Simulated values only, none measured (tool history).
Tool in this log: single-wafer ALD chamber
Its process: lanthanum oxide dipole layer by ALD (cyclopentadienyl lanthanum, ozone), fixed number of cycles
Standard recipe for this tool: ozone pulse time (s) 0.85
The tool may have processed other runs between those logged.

run	hour	ozone pulse time (s)	wafers since the last listed run	hours since the last thermocouple change	hours since the last ozone generator service	hours since the showerhead was replaced	hours since the gauge calibration	read-back reference wafer on the same gauge, thickness_nm	mean film thickness on the monitor wafer (nm)
1	0.0	0.85	0	2442.1	1733.5	6900.5	150.2	0.478	0.413
2	13.9	0.70	340	2456.0	1747.4	6914.4	164.1	0.478	0.385
3	22.2	0.85	203	2464.3	1755.7	6922.7	172.4	0.477	0.409
4	36.3	0.85	345	2478.4	1769.8	6936.8	186.5	0.478	0.411
5	52.7	0.85	401	2494.8	1786.2	6953.2	202.9	0.478	0.410
6	67.9	0.85	372	2510.0	1801.4	6968.4	218.1	0.478	0.410
7	80.3	0.85	303	2522.4	1813.8	6980.8	230.5	0.478	0.407
8	117.7	0.85	916	2559.8	1851.2	7018.2	267.9	0.477	0.406
9	132.4	0.85	360	2574.5	1865.9	7032.9	282.6	0.478	0.405
# hour 136.9: gauge calibrated
10	141.7	0.85	227	2583.8	1875.2	7042.2	4.8	0.478	0.406
11	151.8	1.03	247	2593.9	1885.3	7052.3	14.9	0.478	0.433
# hour 173.3: thermocouple changed; heater temperature recalibrated
12	173.8	0.69	342	0.5	1907.3	7074.3	36.9	0.478	0.373
13	174.1	1.09	7	0.8	1907.6	7074.6	37.2	0.478	0.438
14	184.7	0.51	259	11.4	1918.2	7085.2	47.8	0.477	0.332
15	194.1	0.85	230	20.8	1927.6	7094.6	57.2	0.478	0.401
# hour 216.0: ozone generator serviced
# hour 217.1: showerhead replaced
16	217.6	0.85	352	44.3	1.6	0.5	80.7	0.478	0.452
17	224.7	0.64	173	51.4	8.7	7.6	87.8	0.479	0.417
18	240.2	0.68	379	66.9	24.2	23.1	103.3	0.478	0.424
19	255.4	0.65	372	82.1	39.4	38.3	118.5	0.478	0.419
20	270.4	1.16	367	97.1	54.4	53.3	133.5	0.478	0.491
21	284.3	1.05	340	111.0	68.3	67.2	147.4	0.478	0.478
22	300.4	0.85	394	127.1	84.4	83.3	163.5	0.477	0.453

Branching from run 22: 3 alternative next runs. What would each branch give?
A	300.8	0.61	9	127.5	84.8	83.7	163.9	?	?
B	300.8	1.15	9	127.5	84.8	83.7	163.9	?	?
C	300.8	0.73	9	127.5	84.8	83.7	163.9	?	?

run	read-back reference wafer on the same gauge, thickness_nm	mean film thickness on the monitor wafer (nm)
A	0.478	0.413
B	0.478	0.492
C	0.478	0.436
With the hidden condition removed and each run's random variation left untouched, the same runs would have given:
run	mean film thickness on the monitor wafer (nm)
A	0.417
B	0.495
C	0.440
